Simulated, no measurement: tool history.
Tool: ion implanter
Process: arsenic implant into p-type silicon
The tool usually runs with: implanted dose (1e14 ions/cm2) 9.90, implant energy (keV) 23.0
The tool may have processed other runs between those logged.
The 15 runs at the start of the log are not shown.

run	hour	implanted dose (1e14 ions/cm2)	implant energy (keV)	wafers since the last listed run	hours since the last dose calibration	hours since the extraction supply was calibrated	hours since the gauge calibration	read-back reference wafer on the same gauge, sheet resistance	sheet resistance of the implanted and annealed layer (ohm/square)
16	400.8	9.90	23.0	226	2050.1	5236.4	886.0	101.00	112.73
17	491.7	9.90	23.0	1052	2141.0	5327.3	976.9	100.96	112.52
# hour 506.8: Faraday cup replaced and dose calibrated
# hour 523.9: extraction supply calibrated
18	524.4	9.90	23.0	193	17.6	0.5	1009.6	101.02	115.89
19	535.3	9.90	23.0	126	28.5	11.4	1020.5	100.96	116.13
20	560.4	8.53	23.0	290	53.6	36.5	1045.6	101.04	128.74
21	580.4	11.56	23.0	231	73.6	56.5	1065.6	100.98	104.56
22	592.6	9.90	23.0	141	85.8	68.7	1077.8	100.99	115.56
23	619.1	9.90	29.0	306	112.3	95.2	1104.3	100.98	112.84
# hour 648.9: gauge calibrated
24	650.9	7.45	23.0	368	144.1	127.0	2.0	101.06	142.05
25	678.8	9.90	23.0	323	172.0	154.9	29.9	101.03	115.55
26	698.4	9.90	23.0	226	191.6	174.5	49.5	101.02	115.27
27	732.0	7.31	26.0	389	225.2	208.1	83.1	101.03	142.55
28	767.0	8.59	23.0	405	260.2	243.1	118.1	101.00	127.94
29	796.7	11.48	19.0	343	289.9	272.8	147.8	101.04	106.92
30	814.4	11.36	30.5	204	307.6	290.5	165.5	101.03	101.70
31	845.2	12.35	15.0	356	338.4	321.3	196.3	100.99	104.15
32	873.9	8.23	23.0	332	367.1	350.0	225.0	101.02	131.53
33	907.9	9.90	23.0	393	401.1	384.0	259.0	101.04	115.37
34	938.6	11.27	19.0	355	431.8	414.7	289.7	101.00	108.11
35	974.4	8.53	23.0	414	467.6	450.5	325.5	101.00	127.93
36	1070.3	9.90	23.0	1110	563.5	546.4	421.4	100.97	114.92
37	1087.4	8.13	23.0	198	580.6	563.5	438.5	101.02	132.19

Branching from run 37: 4 alternative next runs. What would each branch give?
A	1087.8	9.90	27.0	4	581.0	563.9	438.9	?	?
B	1087.8	11.46	23.0	4	581.0	563.9	438.9	?	?
C	1087.8	8.21	30.5	4	581.0	563.9	438.9	?	?
D	1087.8	11.88	18.0	4	581.0	563.9	438.9	?	?

run	read-back reference wafer on the same gauge, sheet resistance	sheet resistance of the implanted and annealed layer (ohm/square)
A	100.99	113.45
B	100.99	104.82
C	100.99	127.80
D	100.99	105.00
Had the tool no hidden state, the same runs would have come out as:
run	sheet resistance of the implanted and annealed layer (ohm/square)
A	114.03
B	105.31
C	128.48
D	105.46

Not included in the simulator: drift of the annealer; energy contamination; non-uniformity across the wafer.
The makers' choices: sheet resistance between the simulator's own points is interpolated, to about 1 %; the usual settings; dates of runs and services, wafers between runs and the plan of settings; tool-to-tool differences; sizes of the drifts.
